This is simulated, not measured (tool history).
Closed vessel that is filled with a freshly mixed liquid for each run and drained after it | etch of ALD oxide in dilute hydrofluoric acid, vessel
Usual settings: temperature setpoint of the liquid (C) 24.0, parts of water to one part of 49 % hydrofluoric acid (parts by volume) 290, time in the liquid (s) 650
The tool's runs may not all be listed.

run   hour  temperature setpoint of the liquid (C)  parts of water to one part of 49 % hydrofluoric acid (parts by volume)  time in the liquid (s)  wafers since the last listed run  hours since the thermometer was replaced  hours since the hydrofluoric acid flow meter was replaced  hours since the gauge calibration  read-back film thickness of the ALD oxide reference wafer, read on the same gauge (nm)  thickness taken off the ALD oxide on a monitor wafer (angstrom)
  1    0.0                                    24.0                                                                     290                     650                                 0                                     748.3                                                       33.1                              248.6                                                                                   78.49                                                            374.4
  2   51.3                                    24.0                                                                     290                     650                              3634                                     799.6                                                       84.4                              299.9                                                                                   78.32                                                            374.2
  3  114.5                                    24.0                                                                     290                     650                              4477                                     862.8                                                      147.6                              363.1                                                                                   78.17                                                            376.2
  4  146.9                                    24.0                                                                     290                     650                              2295                                     895.2                                                      180.0                              395.5                                                                                   78.19                                                            370.5
  5  218.2                                    24.0                                                                     290                     650                              5050                                     966.5                                                      251.3                              466.8                                                                                   78.08                                                            376.2
  6  268.9                                    24.0                                                                     290                     650                              3591                                    1017.2                                                      302.0                              517.5                                                                                   78.05                                                            374.1
     315.0  -- gauge calibrated
     356.1  -- thermometer replaced
  7  415.5                                    24.0                                                                     290                     650                             10314                                      59.4                                                      448.6                              100.5                                                                                   79.40                                                            379.9
  8  463.3                                    24.0                                                                     290                     650                              3386                                     107.2                                                      496.4                              148.3                                                                                   79.20                                                            379.3
     506.3  -- hydrofluoric acid flow meter replaced
  9  506.8                                    22.0                                                                     345                     350                              3010                                     150.7                                                        0.5                              191.8                                                                                   79.02                                                            151.3
 10  530.4                                    24.0                                                                     290                     650                              1671                                     174.3                                                       24.1                              215.4                                                                                   78.93                                                            378.5
 11  590.5                                    20.5                                                                     175                     405                              4257                                     234.4                                                       84.2                              275.5                                                                                   78.77                                                            385.2
 12  628.8                                    21.5                                                                     205                     310                              2713                                     272.7                                                      122.5                              313.8                                                                                   78.70                                                            252.2
 13  659.4                                    24.0                                                                     410                     795                              2167                                     303.3                                                      153.1                              344.4                                                                                   78.65                                                            287.1
 14  693.4                                    27.5                                                                     290                     650                              2408                                     337.3                                                      187.1                              378.4                                                                                   78.55                                                            425.0
 15  718.4                                    22.0                                                                     195                     945                              1771                                     362.3                                                      212.1                              403.4                                                                                   78.56                                                            828.2
 16  749.4                                    22.0                                                                     195                     945                              2196                                     393.3                                                      243.1                              434.4                                                                                   78.51                                                            825.1
 17  796.0                                    24.0                                                                     240                     800                              3301                                     439.9                                                      289.7                              481.0                                                                                   78.47                                                            590.8

Forecast each of these 3 alternatives for the next run:
  A  796.8                                    24.0                                                                     290                     650                                56                                     440.7                                                      290.5                              481.8                                                                                       ?                                                                ?
  B  796.8                                    24.0                                                                     290                     890                                56                                     440.7                                                      290.5                              481.8                                                                                       ?                                                                ?
  C  796.8                                    27.0                                                                     425                     410                                56                                     440.7                                                      290.5                              481.8                                                                                       ?                                                                ?

run  read-back film thickness of the ALD oxide reference wafer, read on the same gauge (nm)  thickness taken off the ALD oxide on a monitor wafer (angstrom)
  A                                                                                   78.47                                                            376.5
  B                                                                                   78.47                                                            515.5
  C                                                                                   78.47                                                            157.3
Without the tool's hidden state the same runs would have given:
run  thickness taken off the ALD oxide on a monitor wafer (angstrom)
  A                                                            383.8
  B                                                            525.5
  C                                                            160.3
